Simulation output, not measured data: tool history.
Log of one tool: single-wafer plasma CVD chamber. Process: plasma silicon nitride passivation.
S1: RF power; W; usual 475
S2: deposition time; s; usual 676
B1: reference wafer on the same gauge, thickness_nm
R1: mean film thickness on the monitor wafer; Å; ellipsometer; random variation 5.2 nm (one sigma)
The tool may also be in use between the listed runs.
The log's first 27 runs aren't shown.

| run | hour | S1 | S2 | B1 | R1 |
|---|---|---|---|---|---|
| 28 | 1376.3 | 395 | 676 | 882.504 | 9102.18 |
| 29 | 1425.3 | 475 | 676 | 884.755 | 9884.30 |
| 30 | 1530.8 | 410 | 615 | 881.327 | 8449.02 |
| 31 | 1592.7 | 475 | 676 | 881.252 | 9758.20 |
| 32 | 1630.1 | 380 | 718 | 884.369 | 9529.32 |
| 33 | 1674.6 | 505 | 558 | 883.120 | 8241.00 |
| 34 | 1713.8 | 410 | 711 | 882.633 | 9700.19 |
| 35 | 1768.9 | 390 | 767 | 883.032 | 10320.60 |
| 36 | 1893.2 | 500 | 622 | 882.318 | 9211.16 |

Forecast each of these 5 alternatives for the next run:
| A | 1893.8 | 415 | 676 | ? | ? |
| B | 1893.8 | 505 | 625 | ? | ? |
| C | 1893.8 | 570 | 588 | ? | ? |
| D | 1893.8 | 475 | 599 | ? | ? |
| E | 1893.8 | 410 | 797 | ? | ? |

| run | B1 | R1 |
|---|---|---|
| A | 883.799 | 9259.62 |
| B | 883.799 | 9256.76 |
| C | 883.799 | 9118.45 |
| D | 883.799 | 8662.57 |
| E | 883.799 | 10862.59 |
Without the tool's hidden state the same runs would have given:
| run | R1 |
|---|---|
| A | 9488.56 |
| B | 9485.63 |
| C | 9343.90 |
| D | 8876.75 |
| E | 11131.16 |
